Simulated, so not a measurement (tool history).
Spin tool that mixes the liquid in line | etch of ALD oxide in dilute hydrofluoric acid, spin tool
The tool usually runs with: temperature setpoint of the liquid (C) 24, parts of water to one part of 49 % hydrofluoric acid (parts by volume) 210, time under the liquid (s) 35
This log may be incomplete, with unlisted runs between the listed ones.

| run | hour | temperature setpoint of the liquid (C) | parts of water to one part of 49 % hydrofluoric acid (parts by volume) | time under the liquid (s) | wafers since the last listed run | hours since the thermometer was replaced | hours since the hydrofluoric acid flow meter was replaced | hours since the gauge calibration | read-back film thickness of the ALD oxide reference wafer, read on the same gauge (nm) | thickness taken off the ALD oxide on a monitor wafer (Å) |
|---|---|---|---|---|---|---|---|---|---|---|
| 1 | 0 | 24 | 210 | 45 | 0 | 2073.5 | 1526.1 | 1864.5 | 109.997 | 63.49 |
| 2 | 92.7 | 24 | 210 | 45 | 1369 | 2166.2 | 1618.8 | 1957.2 | 110.011 | 64.13 |
| 3 | 186.2 | 24 | 210 | 40 | 1381 | 2259.7 | 1712.3 | 2050.7 | 110.033 | 56.69 |
| 4 | 231.2 | 24 | 210 | 35 | 665 | 2304.7 | 1757.3 | 2095.7 | 109.984 | 49.69 |
| 5 | 273.3 | 24 | 210 | 35 | 622 | 2346.8 | 1799.4 | 2137.8 | 110.016 | 49.46 |
| 6 | 350.4 | 24 | 210 | 35 | 1139 | 2423.9 | 1876.5 | 2214.9 | 110.009 | 49.83 |
| 7 | 396.4 | 23 | 210 | 50 | 679 | 2469.9 | 1922.5 | 2260.9 | 109.994 | 68.56 |
|  | 400.3 | hydrofluoric acid flow meter replaced |
| 8 | 436.4 | 23 | 210 | 50 | 576 | 2509.9 | 36.1 | 2300.9 | 109.983 | 71.72 |
| 9 | 529.8 | 24 | 150 | 35 | 1380 | 2603.3 | 129.5 | 2394.3 | 110.013 | 77.91 |
|  | 536.7 | thermometer replaced |
| 10 | 619.4 | 24 | 150 | 35 | 1309 | 82.7 | 219.1 | 2483.9 | 109.978 | 78.34 |
| 11 | 720 | 24 | 150 | 35 | 1486 | 183.3 | 319.7 | 2584.5 | 109.992 | 78.68 |
| 12 | 787.5 | 24 | 210 | 20 | 997 | 250.8 | 387.2 | 2652 | 110.024 | 30.12 |
| 13 | 862.2 | 24 | 210 | 20 | 1103 | 325.5 | 461.9 | 2726.7 | 109.998 | 30.19 |
| 14 | 934 | 24 | 145 | 35 | 1061 | 397.3 | 533.7 | 2798.5 | 109.995 | 82.41 |
| 15 | 991.9 | 24 | 210 | 35 | 855 | 455.2 | 591.6 | 2856.4 | 109.979 | 53.08 |
|  | 1018.4 | hydrofluoric acid flow meter replaced, repeated, since the last time left the tool worse |
| 16 | 1051.1 | 24 | 210 | 35 | 860 | 514.4 | 32.7 | 2915.6 | 110.008 | 47.45 |
| 17 | 1148.5 | 20.5 | 210 | 30 | 1439 | 611.8 | 130.1 | 3013 | 110.011 | 35.42 |
| 18 | 1246.1 | 24 | 170 | 20 | 1442 | 709.4 | 227.7 | 3110.6 | 109.981 | 35.03 |
| 19 | 1296 | 24 | 150 | 35 | 737 | 759.3 | 277.6 | 3160.5 | 109.99 | 71.51 |
| 20 | 1356.9 | 26 | 130 | 50 | 900 | 820.2 | 338.5 | 3221.4 | 109.995 | 129.05 |
| 21 | 1432 | 28.5 | 210 | 35 | 1109 | 895.3 | 413.6 | 3296.5 | 109.982 | 55.81 |
| 22 | 1481.9 | 22 | 250 | 20 | 737 | 945.2 | 463.5 | 3346.4 | 109.987 | 20.48 |
| 23 | 1567.4 | 24 | 210 | 35 | 1263 | 1030.7 | 549 | 3431.9 | 109.985 | 48.11 |
|  | 1603.8 | gauge calibrated |
| 24 | 1642.7 | 26 | 275 | 40 | 1112 | 1106 | 624.3 | 38.9 | 110.004 | 41.95 |
| 25 | 1694 | 27 | 140 | 35 | 758 | 1157.3 | 675.6 | 90.2 | 109.956 | 87.93 |
| 26 | 1789.9 | 24 | 210 | 45 | 1417 | 1253.2 | 771.5 | 186.1 | 110 | 62.43 |
| 27 | 1873.7 | 24 | 260 | 50 | 1238 | 1337 | 855.3 | 269.9 | 110.014 | 53.46 |
| 28 | 1918.4 | 24 | 210 | 35 | 660 | 1381.7 | 900 | 314.6 | 110.028 | 48.13 |
| 29 | 1993.5 | 24 | 210 | 35 | 1109 | 1456.8 | 975.1 | 389.7 | 109.998 | 48.74 |
| 30 | 2062.7 | 24 | 210 | 35 | 1022 | 1526 | 1044.3 | 458.9 | 110.015 | 48.79 |
| 31 | 2124.6 | 27 | 210 | 20 | 914 | 1587.9 | 1106.2 | 520.8 | 110.011 | 31.01 |
| 32 | 2212.8 | 20.5 | 150 | 55 | 1303 | 1676.1 | 1194.4 | 609 | 110.019 | 100.07 |
| 33 | 2311.9 | 28 | 310 | 55 | 1464 | 1775.2 | 1293.5 | 708.1 | 110.051 | 54.15 |
| 34 | 2376 | 27.5 | 120 | 55 | 947 | 1839.3 | 1357.6 | 772.2 | 110.021 | 170.66 |
| 35 | 2442.1 | 21.5 | 165 | 25 | 976 | 1905.4 | 1423.7 | 838.3 | 110.007 | 42.54 |

Measured less the same run without the tool's hidden state. The same run-to-run variation is in both; the gauge's scatter may not be:
What the log doesn't record here: liquid colder than its thermometer reads (K); hydrofluoric acid flow above the setpoint (%); gauge reads high (%).
| run | thickness taken off the ALD oxide on a monitor wafer (Å) |
|---|---|
| 1 | +2.98 |
| 2 | +3.16 |
| 3 | +2.93 |
| 4 | +2.63 |
| 5 | +2.68 |
| 6 | +2.79 |
| 7 | +3.91 |
| 8 | +7.26 |
| 9 | +7.77 |
| 10 | +7.97 |
| 11 | +8.18 |
| 12 | +3.31 |
| 13 | +3.36 |
| 14 | +8.92 |
| 15 | +6.07 |
| 16 | +0.28 |
| 17 | +0.31 |
| 18 | +0.4 |
| 19 | +0.89 |
| 20 | +1.81 |
| 21 | +0.96 |
| 22 | +0.38 |
| 23 | +0.99 |
| 24 | +1 |
| 25 | +2.04 |
| 26 | +1.67 |
| 27 | +1.6 |
| 28 | +1.45 |
| 29 | +1.58 |
| 30 | +1.66 |
| 31 | +1.13 |
| 32 | +3.63 |
| 33 | +2.39 |
| 34 | +6.87 |
| 35 | +1.81 |
